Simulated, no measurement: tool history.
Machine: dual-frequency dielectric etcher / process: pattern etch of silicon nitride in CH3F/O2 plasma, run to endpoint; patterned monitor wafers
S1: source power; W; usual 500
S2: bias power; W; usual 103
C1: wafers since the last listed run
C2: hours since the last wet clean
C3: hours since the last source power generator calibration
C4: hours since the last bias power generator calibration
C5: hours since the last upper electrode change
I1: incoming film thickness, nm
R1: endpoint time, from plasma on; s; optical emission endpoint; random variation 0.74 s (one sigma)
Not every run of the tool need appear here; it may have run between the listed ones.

run 1 hour=0 | S1=500 S2=103 | C1=0 C2=395.8 C3=1629.7 C4=1409.3 C5=4285.5 | I1=107.6 | R1=92.2
run 2 hour=31.9 | S1=500 S2=103 | C1=287 C2=427.7 C3=1661.6 C4=1441.2 C5=4317.4 | I1=107.2 | R1=92.3
run 3 hour=51.8 | S1=500 S2=103 | C1=179 C2=447.6 C3=1681.5 C4=1461.1 C5=4337.3 | I1=106.8 | R1=91.8
run 4 hour=84.7 | S1=500 S2=103 | C1=296 C2=480.5 C3=1714.4 C4=1494 C5=4370.2 | I1=106 | R1=90.7
run 5 hour=101.4 | S1=500 S2=103 | C1=150 C2=497.2 C3=1731.1 C4=1510.7 C5=4386.9 | I1=107.1 | R1=90.7
run 6 hour=117.8 | S1=500 S2=103 | C1=147 C2=513.6 C3=1747.5 C4=1527.1 C5=4403.3 | I1=107.3 | R1=92.6
run 7 hour=131.9 | S1=500 S2=103 | C1=127 C2=527.7 C3=1761.6 C4=1541.2 C5=4417.4 | I1=107.4 | R1=92.3
run 8 hour=163.1 | S1=500 S2=103 | C1=281 C2=558.9 C3=1792.8 C4=1572.4 C5=4448.6 | I1=108.1 | R1=91.8
run 9 hour=186.2 | S1=500 S2=103 | C1=208 C2=582 C3=1815.9 C4=1595.5 C5=4471.7 | I1=107.4 | R1=92.3
-- hour=227.1 wet clean of the chamber
run 10 hour=227.6 | S1=500 S2=103 | C1=156 C2=0.5 C3=1857.3 C4=1636.9 C5=4513.1 | I1=107.5 | R1=92.1
run 11 hour=233 | S1=500 S2=103 | C1=48 C2=5.9 C3=1862.7 C4=1642.3 C5=4518.5 | I1=106.8 | R1=92.2
run 12 hour=266.9 | S1=430 S2=103 | C1=305 C2=39.8 C3=1896.6 C4=1676.2 C5=4552.4 | I1=108.4 | R1=99.1
-- hour=293.5 upper electrode replaced
run 13 hour=294 | S1=560 S2=103 | C1=27 C2=66.9 C3=1923.7 C4=1703.3 C5=0.5 | I1=106.1 | R1=85.3
run 14 hour=296.4 | S1=580 S2=111 | C1=21 C2=69.3 C3=1926.1 C4=1705.7 C5=2.9 | I1=107.3 | R1=84.5
run 15 hour=328.5 | S1=500 S2=119 | C1=289 C2=101.4 C3=1958.2 C4=1737.8 C5=35 | I1=107.3 | R1=88.2
run 16 hour=343.2 | S1=600 S2=103 | C1=132 C2=116.1 C3=1972.9 C4=1752.5 C5=49.7 | I1=106.5 | R1=84.4
-- hour=367.6 bias power generator calibrated
run 17 hour=374.9 | S1=500 S2=103 | C1=249 C2=147.8 C3=2004.6 C4=7.3 C5=81.4 | I1=108.1 | R1=92.1
run 18 hour=402.2 | S1=500 S2=84 | C1=246 C2=175.1 C3=2031.9 C4=34.6 C5=108.7 | I1=106.8 | R1=96

The next listed run, before its measurement:
run 19 hour=417.4 | S1=460 S2=115 | C1=136 C2=190.3 C3=2047.1 C4=49.8 C5=123.9 | I1=107 | R1=?

Run 19 yielded R1 91.1 s.
Without the tool's hidden state the same run would have given R1 91.1 s.

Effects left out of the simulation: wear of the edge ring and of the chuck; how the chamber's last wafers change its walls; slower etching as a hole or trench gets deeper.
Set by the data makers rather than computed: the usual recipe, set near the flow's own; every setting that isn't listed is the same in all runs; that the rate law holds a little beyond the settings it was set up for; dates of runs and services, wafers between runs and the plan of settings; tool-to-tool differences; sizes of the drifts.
